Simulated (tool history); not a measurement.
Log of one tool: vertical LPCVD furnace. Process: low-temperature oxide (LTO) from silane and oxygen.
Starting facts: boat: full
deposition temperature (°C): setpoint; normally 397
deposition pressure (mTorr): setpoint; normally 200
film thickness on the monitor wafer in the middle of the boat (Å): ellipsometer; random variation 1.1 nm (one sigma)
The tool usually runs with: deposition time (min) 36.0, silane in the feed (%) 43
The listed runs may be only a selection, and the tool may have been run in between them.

run    hour  deposition temperature (°C)  deposition pressure (mTorr)  deposition time (min)  silane in the feed (%)  wafers since the last listed run  hours since the last temperature calibration  hours since the pressure gauge was zeroed  hours since the silane flow controller was replaced  hours since the gauge calibration  read-back reference wafer on the same gauge, thickness  film thickness on the monitor wafer in the middle of the boat (Å)
  1     0.0                          397                          200                   40.5                      43                                 0                                         358.9                                     3253.3                                               2793.3                             1663.4                                                  287.61                                                             3729.2
  2    52.5                          397                          200                   36.0                      43                               553                                         411.4                                     3305.8                                               2845.8                             1715.9                                                  288.07                                                             3326.0
       59.8  -- gauge calibrated
  3   119.7                          397                          200                   36.0                      43                               708                                         478.6                                     3373.0                                               2913.0                               59.9                                                  287.84                                                             3297.0
  4   170.4                          397                          200                   36.0                      43                               534                                         529.3                                     3423.7                                               2963.7                              110.6                                                  287.78                                                             3289.8
  5   221.8                          397                          200                   36.0                      43                               541                                         580.7                                     3475.1                                               3015.1                              162.0                                                  288.29                                                             3283.2
  6   284.7                          397                          200                   27.5                      43                               662                                         643.6                                     3538.0                                               3078.0                              224.9                                                  287.71                                                             2516.4
  7   328.8                          397                          200                   27.5                      43                               464                                         687.7                                     3582.1                                               3122.1                              269.0                                                  287.79                                                             2527.9
  8   394.1                          385                          200                   36.0                      43                               688                                         753.0                                     3647.4                                               3187.4                              334.3                                                  288.35                                                             2867.1
  9   478.1                          397                          200                   36.0                      43                               885                                         837.0                                     3731.4                                               3271.4                              418.3                                                  288.05                                                             3304.4
 10   547.7                          397                          200                   36.0                      43                               733                                         906.6                                     3801.0                                               3341.0                              487.9                                                  287.78                                                             3294.6
 11   609.8                          397                          200                   36.0                      43                               654                                         968.7                                     3863.1                                               3403.1                              550.0                                                  287.64                                                             3283.8
      774.0  -- silane flow controller replaced
 12   778.9                          397                          200                   30.5                      49                              1529                                        1137.8                                     4032.2                                                  4.9                              719.1                                                  288.18                                                             3285.9
 13   847.8                          397                          200                   36.0                      43                               726                                        1206.7                                     4101.1                                                 73.8                              788.0                                                  288.28                                                             3396.5
 14   915.8                          397                          200                   36.0                      43                               716                                        1274.7                                     4169.1                                                141.8                              856.0                                                  288.09                                                             3419.1
 15   985.0                          393                          230                   36.0                      47                               729                                        1343.9                                     4238.3                                                211.0                              925.2                                                  287.78                                                             4117.5
     1036.3  -- pressure gauge zeroed
 16  1036.8                          385                          245                   36.0                      43                               292                                        1395.7                                        0.5                                                262.8                              977.0                                                  288.19                                                             3624.2
     1076.0  -- thermocouples replaced and temperature profile calibrated
 17  1076.5                          397                          200                   36.0                      43                               165                                           0.5                                       40.2                                                302.5                             1016.7                                                  287.58                                                             3391.6
 18  1099.9                          397                          245                   25.5                      39                               246                                          23.9                                       63.6                                                325.9                             1040.1                                                  287.85                                                             2623.1
 19  1127.2                          397                          200                   36.0                      43                               287                                          51.2                                       90.9                                                353.2                             1067.4                                                  288.17                                                             3404.9
 20  1177.6                          397                          235                   26.5                      43                               531                                         101.6                                      141.3                                                403.6                             1117.8                                                  287.78                                                             2916.3
 21  1236.8                          397                          200                   36.0                      43                               623                                         160.8                                      200.5                                                462.8                             1177.0                                                  288.24                                                             3380.3
 22  1278.4                          397                          245                   36.0                      43                               438                                         202.4                                      242.1                                                504.4                             1218.6                                                  287.98                                                             4130.9
 23  1329.0                          397                          200                   36.0                      48                               533                                         253.0                                      292.7                                                555.0                             1269.2                                                  287.54                                                             3781.5
 24  1371.2                          386                          200                   44.0                      49                               444                                         295.2                                      334.9                                                597.2                             1311.4                                                  287.92                                                             4174.4
 25  1564.6                          403                          250                   24.5                      46                              2037                                         488.6                                      528.3                                                790.6                             1504.8                                                  288.07                                                             3272.1
 26  1602.8                          397                          230                   41.0                      41                               402                                         526.8                                      566.5                                                828.8                             1543.0                                                  287.66                                                             4154.6
 27  1648.3                          397                          200                   36.0                      43                               479                                         572.3                                      612.0                                                874.3                             1588.5                                                  287.68                                                             3348.4
 28  1676.8                          387                          220                   43.5                      39                               300                                         600.8                                      640.5                                                902.8                             1617.0                                                  288.18                                                             3515.7
 29  1711.1                          392                          170                   28.0                      47                               361                                         635.1                                      674.8                                                937.1                             1651.3                                                  287.87                                                             2301.6
 30  1771.1                          405                          200                   36.0                      43                               632                                         695.1                                      734.8                                                997.1                             1711.3                                                  288.29                                                             3656.0
 31  1828.5                          397                          155                   45.0                      41                               604                                         752.5                                      792.2                                               1054.5                             1768.7                                                  288.22                                                             3056.3

Forecast each of these 4 alternatives for the next run:
  A  1833.3                          389                          200                   36.0                      43                                50                                         757.3                                      797.0                                               1059.3                             1773.5                                                       ?                                                                  ?
  B  1833.3                          397                          200                   29.5                      37                                50                                         757.3                                      797.0                                               1059.3                             1773.5                                                       ?                                                                  ?
  C  1833.3                          403                          215                   26.0                      40                                50                                         757.3                                      797.0                                               1059.3                             1773.5                                                       ?                                                                  ?
  D  1833.3                          397                          200                   22.5                      43                                50                                         757.3                                      797.0                                               1059.3                             1773.5                                                       ?                                                                  ?

run  read-back reference wafer on the same gauge, thickness  film thickness on the monitor wafer in the middle of the boat (Å)
  A                                                  287.65                                                             3048.1
  B                                                  287.65                                                             2265.0
  C                                                  287.65                                                             2536.0
  D                                                  287.65                                                             2082.9
The same runs, with their run-to-run variation unchanged, on a tool lacking any hidden condition would have given:
run  film thickness on the monitor wafer in the middle of the boat (Å)
  A                                                             3119.7
  B                                                             2331.7
  C                                                             2601.2
  D                                                             2130.5

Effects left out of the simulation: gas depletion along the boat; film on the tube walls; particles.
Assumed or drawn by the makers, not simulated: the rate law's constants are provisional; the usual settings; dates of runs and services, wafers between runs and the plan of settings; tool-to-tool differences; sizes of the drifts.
